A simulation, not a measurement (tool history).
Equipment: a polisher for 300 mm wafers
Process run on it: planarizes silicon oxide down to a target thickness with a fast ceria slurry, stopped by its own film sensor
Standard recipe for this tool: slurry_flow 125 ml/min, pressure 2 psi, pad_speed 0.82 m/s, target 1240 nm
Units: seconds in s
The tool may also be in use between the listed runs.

| run | hour | slurry_flow | pressure | pad_speed | target | incoming thickness of the incoming film, nm | seconds |
|---|---|---|---|---|---|---|---|
| 1 | 0 | 125 | 2 | 0.82 | 1240 | 1849.9 | 87.7 |
| 2 | 35.6 | 125 | 2 | 0.82 | 1240 | 1853.2 | 87.1 |
| 3 | 66.6 | 125 | 2 | 0.82 | 1240 | 1856.9 | 89 |
|  | 79.1 | worn pad replaced by a new one |
| 4 | 81.3 | 115 | 2 | 0.66 | 1240 | 1856.9 | 111.3 |
| 5 | 101.2 | 125 | 2 | 0.82 | 1240 | 1882.6 | 91.2 |
| 6 | 121.1 | 125 | 2 | 0.82 | 1240 | 1835.5 | 84.9 |
| 7 | 152.7 | 125 | 2 | 0.82 | 1240 | 1842.8 | 85.2 |
| 8 | 176.6 | 100 | 2 | 0.82 | 1122 | 1864 | 112 |
| 9 | 200.4 | 100 | 2 | 0.82 | 1122 | 1869.7 | 110.9 |
|  | 207.9 | worn pad replaced by a new one |
| 10 | 229.3 | 100 | 2 | 0.82 | 1122 | 1843.8 | 109.2 |
| 11 | 263.3 | 125 | 2 | 0.82 | 1240 | 1832.1 | 85.4 |
| 12 | 299.2 | 125 | 2 | 0.82 | 1240 | 1879.4 | 90.2 |
| 13 | 319.7 | 160 | 2 | 0.82 | 1240 | 1828.5 | 82 |
|  | 333.3 | worn pad replaced by a new one |
| 14 | 350 | 100 | 2 | 0.82 | 1240 | 1857.1 | 93 |
| 15 | 382.5 | 125 | 2 | 0.82 | 1240 | 1830.5 | 84.5 |
|  | 387.5 | slurry nozzle cleaned |
|  | 396.1 | head pressure recalibrated |
| 16 | 411.3 | 80 | 1.3 | 1 | 1160 | 1848.4 | 108.4 |
|  | 459.8 | worn pad replaced by a new one |
| 17 | 497.6 | 125 | 2 | 0.66 | 1240 | 1828.9 | 98 |
| 18 | 509.9 | 170 | 1.6 | 1 | 1353 | 1834.2 | 56.9 |

Predict the results of run 19:
| 19 | 530.9 | 150 | 2 | 0.82 | 1240 | 1838.6 | ? |

Run 19 measured seconds 79.4 s.
With the hidden condition absent and the run-to-run variation left alone, this run would have shown seconds 78.8 s.
